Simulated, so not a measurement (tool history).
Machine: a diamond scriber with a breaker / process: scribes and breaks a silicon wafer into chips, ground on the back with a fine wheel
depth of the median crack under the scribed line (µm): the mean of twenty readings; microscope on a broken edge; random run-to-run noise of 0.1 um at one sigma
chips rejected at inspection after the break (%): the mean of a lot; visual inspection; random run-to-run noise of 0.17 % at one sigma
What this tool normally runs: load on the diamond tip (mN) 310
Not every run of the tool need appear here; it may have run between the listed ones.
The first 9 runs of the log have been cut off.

run    hour  load on the diamond tip (mN)  incoming depth of the damage left on the back of the incoming wafer, um  depth of the median crack under the scribed line (µm)  chips rejected at inspection after the break (%)
 10   459.7                           247                                                                      2.2                                                   7.91                                              3.23
 11     499                           310                                                                     1.87                                                   9.13                                              3.64
      520.5  -- load on the tip recalibrated
 12   551.3                           246                                                                     2.31                                                   7.32                                              5.52
 13   621.5                           246                                                                     2.08                                                   7.34                                              4.91
 14   664.5                           246                                                                     2.24                                                   7.37                                              6.05
 15     714                           351                                                                     2.95                                                   9.17                                              4.69
 16   772.2                           351                                                                     2.46                                                   8.93                                              3.83
      814.4  -- diamond tip replaced by a new one
 17   835.4                           387                                                                     2.39                                                   9.84                                              5.03
 18   864.2                           310                                                                     2.21                                                   8.52                                              2.94
 19   910.9                           357                                                                     1.98                                                   9.07                                              3.39
 20   940.7                           235                                                                     1.63                                                   7.31                                              4.85
 21   997.6                           310                                                                     2.76                                                   8.48                                              4.08
 22    1046                           344                                                                     2.09                                                   9.02                                              3.38
 23  1074.5                           232                                                                     2.27                                                   7.24                                              7.15
 24  1098.6                           222                                                                     1.82                                                   6.97                                              6.54
 25  1128.7                           220                                                                     2.68                                                   6.95                                              9.68
 26  1170.6                           348                                                                     2.92                                                   9.32                                              5.36
 27  1235.2                           366                                                                     2.53                                                   9.47                                              4.67
 28  1270.9                           401                                                                     2.61                                                   9.94                                              7.18
 29  1301.9                           259                                                                     2.27                                                   7.72                                              4.11
     1345.6  -- diamond tip replaced by a new one
 30  1364.7                           382                                                                     2.88                                                  10.03                                              6.62
 31    1419                           310                                                                      1.8                                                   8.69                                              2.61
 32  1458.5                           250                                                                     2.08                                                   7.55                                              3.98

Here are 3 independent what-if runs from the current tool condition. What would each one return?
  A  1459.2                           310                                                                     1.72                                                      ?                                                 ?
  B  1459.2                           223                                                                     1.72                                                      ?                                                 ?
  C  1459.2                           339                                                                     1.72                                                      ?                                                 ?

run  depth of the median crack under the scribed line (µm)  chips rejected at inspection after the break (%)
  A                                                   8.69                                              2.61
  B                                                   7.16                                              5.73
  C                                                   9.18                                              3.54
Had the tool no hidden state, the same runs would have come out as:
run  depth of the median crack under the scribed line (µm)  chips rejected at inspection after the break (%)
  A                                                   8.32                                              2.43
  B                                                   6.85                                              7.83
  C                                                   8.78                                              2.72
